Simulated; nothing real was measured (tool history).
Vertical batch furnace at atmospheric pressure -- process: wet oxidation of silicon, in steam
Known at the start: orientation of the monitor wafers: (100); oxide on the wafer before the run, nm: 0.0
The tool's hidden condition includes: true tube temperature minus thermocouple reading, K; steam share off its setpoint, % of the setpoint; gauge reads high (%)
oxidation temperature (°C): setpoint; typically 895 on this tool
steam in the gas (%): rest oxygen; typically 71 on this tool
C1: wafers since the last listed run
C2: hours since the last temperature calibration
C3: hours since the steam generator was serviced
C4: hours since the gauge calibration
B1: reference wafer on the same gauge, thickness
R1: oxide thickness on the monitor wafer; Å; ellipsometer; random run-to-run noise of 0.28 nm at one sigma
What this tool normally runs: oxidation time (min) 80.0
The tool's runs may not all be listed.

Run 1, hour 0.0: usual settings; C1 0; C2 1107.2; C3 522.5; C4 542.4; B1 130.08. Result: R1 1240.2 Å.
Run 2, hour 52.9: usual settings; C1 692; C2 1160.1; C3 575.4; C4 595.3; B1 129.92. Result: R1 1242.8 Å.
Run 3, hour 78.0: usual settings; C1 328; C2 1185.2; C3 600.5; C4 620.4; B1 130.00. Result: R1 1240.8 Å.
Run 4, hour 96.1: usual settings; C1 237; C2 1203.3; C3 618.6; C4 638.5; B1 130.08. Result: R1 1244.6 Å.
Run 5, hour 129.4: usual settings but oxidation time (min) 103.5, steam in the gas (%) 79; C1 436; C2 1236.6; C3 651.9; C4 671.8; B1 129.86. Result: R1 1715.8 Å.
Run 6, hour 146.0: usual settings; C1 217; C2 1253.2; C3 668.5; C4 688.4; B1 130.04. Result: R1 1237.5 Å.
Run 7, hour 186.3: usual settings; C1 527; C2 1293.5; C3 708.8; C4 728.7; B1 130.14. Result: R1 1237.6 Å.
Run 8, hour 210.6: usual settings; C1 318; C2 1317.8; C3 733.1; C4 753.0; B1 129.98. Result: R1 1243.8 Å.
Run 9, hour 227.5: usual settings; C1 221; C2 1334.7; C3 750.0; C4 769.9; B1 130.01. Result: R1 1240.1 Å.
Run 10, hour 325.6: usual settings; C1 1284; C2 1432.8; C3 848.1; C4 868.0; B1 130.10. Result: R1 1243.0 Å.
Run 11, hour 352.2: usual settings; C1 348; C2 1459.4; C3 874.7; C4 894.6; B1 129.98. Result: R1 1242.4 Å.
Run 12, hour 367.2: usual settings; C1 196; C2 1474.4; C3 889.7; C4 909.6; B1 130.02. Result: R1 1246.2 Å.
At hour 384.3: gauge calibrated.
Run 13, hour 390.3: usual settings; C1 302; C2 1497.5; C3 912.8; C4 6.0; B1 129.96. Result: R1 1246.4 Å.
Run 14, hour 406.4: usual settings; C1 210; C2 1513.6; C3 928.9; C4 22.1; B1 129.96. Result: R1 1249.2 Å.
Run 15, hour 420.5: usual settings; C1 184; C2 1527.7; C3 943.0; C4 36.2; B1 130.10. Result: R1 1249.1 Å.
Run 16, hour 452.8: usual settings but oxidation temperature (°C) 879, steam in the gas (%) 76; C1 423; C2 1560.0; C3 975.3; C4 68.5; B1 130.12. Result: R1 1041.1 Å.
Run 17, hour 485.2: usual settings but oxidation temperature (°C) 879, steam in the gas (%) 76; C1 424; C2 1592.4; C3 1007.7; C4 100.9; B1 129.96. Result: R1 1039.7 Å.
Run 18, hour 513.5: usual settings but oxidation temperature (°C) 882, oxidation time (min) 105.5, steam in the gas (%) 67; C1 370; C2 1620.7; C3 1036.0; C4 129.2; B1 130.02. Result: R1 1251.3 Å.
Run 19, hour 531.2: usual settings but oxidation temperature (°C) 873, oxidation time (min) 53.0; C1 231; C2 1638.4; C3 1053.7; C4 146.9; B1 129.99. Result: R1 597.3 Å.
Run 20, hour 555.7: usual settings but oxidation time (min) 53.0, steam in the gas (%) 81; C1 320; C2 1662.9; C3 1078.2; C4 171.4; B1 130.00. Result: R1 969.2 Å.
At hour 581.9: thermocouples replaced and temperature profile calibrated.
Run 21, hour 582.4: usual settings but oxidation time (min) 97.0; C1 35; C2 0.5; C3 1104.9; C4 198.1; B1 129.86. Result: R1 1500.8 Å.
Run 22, hour 596.9: usual settings; C1 189; C2 15.0; C3 1119.4; C4 212.6; B1 129.96. Result: R1 1268.0 Å.
Run 23, hour 617.2: usual settings but steam in the gas (%) 64; C1 265; C2 35.3; C3 1139.7; C4 232.9; B1 130.10. Result: R1 1147.5 Å.
Run 24, hour 707.2: usual settings but oxidation time (min) 103.5, steam in the gas (%) 79; C1 1178; C2 125.3; C3 1229.7; C4 322.9; B1 130.01. Result: R1 1741.6 Å.
Run 25, hour 721.1: usual settings but oxidation temperature (°C) 888, oxidation time (min) 69.0, steam in the gas (%) 64; C1 182; C2 139.2; C3 1243.6; C4 336.8; B1 130.05. Result: R1 901.6 Å.
Run 26, hour 750.8: usual settings; C1 389; C2 168.9; C3 1273.3; C4 366.5; B1 129.97. Result: R1 1264.9 Å.
At hour 776.2: steam generator serviced.
At hour 838.9: thermocouples replaced and temperature profile calibrated, repeated, since the last time left the tool worse.
Run 27, hour 839.4: usual settings; C1 531; C2 0.5; C3 63.2; C4 455.1; B1 130.01. Result: R1 1231.6 Å.
Run 28, hour 844.0: usual settings; C1 60; C2 5.1; C3 67.8; C4 459.7; B1 130.05. Result: R1 1228.5 Å.
Run 29, hour 936.3: usual settings but oxidation time (min) 65.0; C1 1208; C2 97.4; C3 160.1; C4 552.0; B1 129.96. Result: R1 1019.4 Å.
Run 30, hour 969.9: usual settings but oxidation temperature (°C) 873, oxidation time (min) 118.5; C1 440; C2 131.0; C3 193.7; C4 585.6; B1 130.03. Result: R1 1254.9 Å.
Run 31, hour 996.3: usual settings; C1 345; C2 157.4; C3 220.1; C4 612.0; B1 129.99. Result: R1 1230.1 Å.
Run 32, hour 1013.8: usual settings; C1 229; C2 174.9; C3 237.6; C4 629.5; B1 130.04. Result: R1 1234.8 Å.
Run 33, hour 1027.8: usual settings but oxidation time (min) 64.5; C1 183; C2 188.9; C3 251.6; C4 643.5; B1 129.99. Result: R1 1011.8 Å.
Run 34, hour 1048.7: usual settings but oxidation temperature (°C) 908, oxidation time (min) 93.0, steam in the gas (%) 77; C1 273; C2 209.8; C3 272.5; C4 664.4; B1 130.02. Result: R1 1797.7 Å.
Run 35, hour 1077.3: usual settings but oxidation temperature (°C) 908, oxidation time (min) 65.0, steam in the gas (%) 82; C1 374; C2 238.4; C3 301.1; C4 693.0; B1 130.01. Result: R1 1393.5 Å.

Across each entry between runs, compare the hidden state at the last listed run before it with the hidden state at the first listed run after it:
Logged between run 12 and run 13: gauge calibrated (hour 384.3)
  true tube temperature minus thermocouple reading, K: 0.902 -> 0.926
  difference, measured minus the result without the unlogged condition, R1: +16.5 -> +16.8 Å
Logged between run 20 and run 21: thermocouples replaced and temperature profile calibrated (hour 581.9)
  true tube temperature minus thermocouple reading, K: 1.11 -> 1.91
  difference, measured minus the result without the unlogged condition, R1: +16.3 -> +40.5 Å
Logged between run 26 and run 27: steam generator serviced (hour 776.2); thermocouples replaced and temperature profile calibrated, repeated, since the last time left the tool worse (hour 838.9)
  true tube temperature minus thermocouple reading, K: 1.92 -> 0.054
  difference, measured minus the result without the unlogged condition, R1: +35.3 -> +1.0 Å

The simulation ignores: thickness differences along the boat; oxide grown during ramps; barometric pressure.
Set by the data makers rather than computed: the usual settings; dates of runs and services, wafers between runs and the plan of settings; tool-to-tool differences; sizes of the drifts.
